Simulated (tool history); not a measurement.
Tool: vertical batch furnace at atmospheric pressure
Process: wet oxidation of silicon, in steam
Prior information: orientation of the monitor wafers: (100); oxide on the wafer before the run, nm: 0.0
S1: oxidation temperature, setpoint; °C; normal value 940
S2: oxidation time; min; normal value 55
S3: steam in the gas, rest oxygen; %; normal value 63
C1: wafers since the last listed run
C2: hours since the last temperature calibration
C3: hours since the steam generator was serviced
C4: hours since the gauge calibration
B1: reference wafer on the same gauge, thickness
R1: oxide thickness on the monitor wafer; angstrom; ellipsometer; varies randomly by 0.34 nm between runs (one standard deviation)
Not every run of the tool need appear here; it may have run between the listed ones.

run 1 hour=0 | S1=940 S2=55 S3=67 | C1=0 C2=4442.9 C3=2554.8 C4=148.4 | B1=166.95 | R1=1671.7
-- hour=24.4 gauge calibrated
run 2 hour=55.8 | S1=940 S2=55 S3=67 | C1=1007 C2=4498.7 C3=2610.6 C4=31.4 | B1=167.03 | R1=1665.6
run 3 hour=64.4 | S1=940 S2=55 S3=63 | C1=155 C2=4507.3 C3=2619.2 C4=40 | B1=166.99 | R1=1578.1
run 4 hour=74.5 | S1=940 S2=55 S3=63 | C1=182 C2=4517.4 C3=2629.3 C4=50.1 | B1=167 | R1=1581.2
run 5 hour=92.4 | S1=940 S2=55 S3=63 | C1=323 C2=4535.3 C3=2647.2 C4=68 | B1=167.2 | R1=1579
run 6 hour=108.5 | S1=940 S2=55 S3=63 | C1=290 C2=4551.4 C3=2663.3 C4=84.1 | B1=166.96 | R1=1576.3
run 7 hour=119.9 | S1=940 S2=55 S3=63 | C1=205 C2=4562.8 C3=2674.7 C4=95.5 | B1=167.07 | R1=1579.1
run 8 hour=127.6 | S1=932 S2=55 S3=63 | C1=139 C2=4570.5 C3=2682.4 C4=103.2 | B1=166.88 | R1=1435.1
-- hour=161.6 steam generator serviced
-- hour=171.2 thermocouples replaced and temperature profile calibrated
run 9 hour=171.7 | S1=932 S2=55 S3=63 | C1=189 C2=0.5 C3=10.1 C4=147.3 | B1=167.01 | R1=1562.8
run 10 hour=176.4 | S1=932 S2=55 S3=63 | C1=84 C2=5.2 C3=14.8 C4=152 | B1=166.98 | R1=1560.9
run 11 hour=181.1 | S1=940 S2=55 S3=63 | C1=84 C2=9.9 C3=19.5 C4=156.7 | B1=167.02 | R1=1706.6
run 12 hour=185.8 | S1=940 S2=55 S3=63 | C1=84 C2=14.6 C3=24.2 C4=161.4 | B1=167.05 | R1=1704.1
-- hour=189.9 gauge calibrated
run 13 hour=195.8 | S1=940 S2=55 S3=73 | C1=180 C2=24.6 C3=34.2 C4=5.9 | B1=167.14 | R1=1939.4
run 14 hour=204.6 | S1=940 S2=55 S3=63 | C1=158 C2=33.4 C3=43 C4=14.7 | B1=167.12 | R1=1707
run 15 hour=215.1 | S1=916 S2=73 S3=54 | C1=189 C2=43.9 C3=53.5 C4=25.2 | B1=167.06 | R1=1450.2
run 16 hour=221.8 | S1=940 S2=55 S3=63 | C1=120 C2=50.6 C3=60.2 C4=31.9 | B1=167.08 | R1=1708.4
run 17 hour=234.7 | S1=923 S2=71.5 S3=63 | C1=232 C2=63.5 C3=73.1 C4=44.8 | B1=166.86 | R1=1769
run 18 hour=251.1 | S1=958 S2=62 S3=55 | C1=296 C2=79.9 C3=89.5 C4=61.2 | B1=167.07 | R1=2043.9

Expected results for the next run?
run 19 hour=261 | S1=940 S2=55 S3=63 | C1=178 C2=89.8 C3=99.4 C4=71.1 | B1=? | R1=?

Run 19 gave B1 167.08, R1 1706 angstrom.
Take away the tool's hidden state, keep the run-to-run variation as it was, and the same run would have given R1 1717.8 angstrom.
